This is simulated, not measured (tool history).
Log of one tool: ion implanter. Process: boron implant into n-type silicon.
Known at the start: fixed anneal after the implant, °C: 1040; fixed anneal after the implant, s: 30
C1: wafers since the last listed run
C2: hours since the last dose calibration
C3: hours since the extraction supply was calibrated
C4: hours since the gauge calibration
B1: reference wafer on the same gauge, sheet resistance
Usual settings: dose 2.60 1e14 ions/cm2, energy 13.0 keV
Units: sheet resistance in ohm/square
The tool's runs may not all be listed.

run 1 hour=0.0 | dose=2.33 energy=13.0 | C1=0 C2=949.1 C3=6182.0 C4=30.7 | B1=413.79 | sheet_resistance=378.98
run 2 hour=7.4 | dose=2.33 energy=13.0 | C1=117 C2=956.5 C3=6189.4 C4=38.1 | B1=414.42 | sheet_resistance=377.59
run 3 hour=17.3 | dose=2.60 energy=13.0 | C1=157 C2=966.4 C3=6199.3 C4=48.0 | B1=413.40 | sheet_resistance=346.35
run 4 hour=27.3 | dose=2.60 energy=13.0 | C1=158 C2=976.4 C3=6209.3 C4=58.0 | B1=413.53 | sheet_resistance=344.29
run 5 hour=43.0 | dose=2.60 energy=13.0 | C1=249 C2=992.1 C3=6225.0 C4=73.7 | B1=413.91 | sheet_resistance=345.87
run 6 hour=59.1 | dose=2.60 energy=13.0 | C1=255 C2=1008.2 C3=6241.1 C4=89.8 | B1=414.06 | sheet_resistance=344.30
-- hour=100.6 Faraday cup replaced and dose calibrated
run 7 hour=105.3 | dose=2.60 energy=13.0 | C1=607 C2=4.7 C3=6287.3 C4=136.0 | B1=413.95 | sheet_resistance=345.43
run 8 hour=121.5 | dose=2.60 energy=13.0 | C1=257 C2=20.9 C3=6303.5 C4=152.2 | B1=414.23 | sheet_resistance=341.73
run 9 hour=137.2 | dose=2.28 energy=13.0 | C1=249 C2=36.6 C3=6319.2 C4=167.9 | B1=413.62 | sheet_resistance=382.77
-- hour=140.2 gauge calibrated
-- hour=152.0 extraction supply calibrated
run 10 hour=153.9 | dose=2.60 energy=13.0 | C1=138 C2=53.3 C3=1.9 C4=13.7 | B1=413.79 | sheet_resistance=345.40
run 11 hour=170.3 | dose=3.03 energy=14.5 | C1=260 C2=69.7 C3=18.3 C4=30.1 | B1=414.31 | sheet_resistance=301.26
run 12 hour=183.0 | dose=2.60 energy=13.0 | C1=201 C2=82.4 C3=31.0 C4=42.8 | B1=413.83 | sheet_resistance=342.77
run 13 hour=192.4 | dose=3.11 energy=10.5 | C1=149 C2=91.8 C3=40.4 C4=52.2 | B1=414.01 | sheet_resistance=303.78
run 14 hour=200.6 | dose=1.87 energy=17.0 | C1=130 C2=100.0 C3=48.6 C4=60.4 | B1=414.06 | sheet_resistance=440.44
run 15 hour=207.7 | dose=2.23 energy=9.5 | C1=112 C2=107.1 C3=55.7 C4=67.5 | B1=413.81 | sheet_resistance=403.65
run 16 hour=220.4 | dose=2.15 energy=17.0 | C1=201 C2=119.8 C3=68.4 C4=80.2 | B1=413.82 | sheet_resistance=391.24
run 17 hour=232.4 | dose=2.05 energy=11.5 | C1=190 C2=131.8 C3=80.4 C4=92.2 | B1=414.24 | sheet_resistance=427.09

Hidden state at the last listed run before each entry between runs and at the first one after, where it differs:
Between runs 6 and 7: Faraday cup replaced and dose calibrated (hour 100.6)
  no hidden state differs between the two runs
Between runs 9 and 10: gauge calibrated (hour 140.2); extraction supply calibrated (hour 152.0)
  no hidden state differs between the two runs
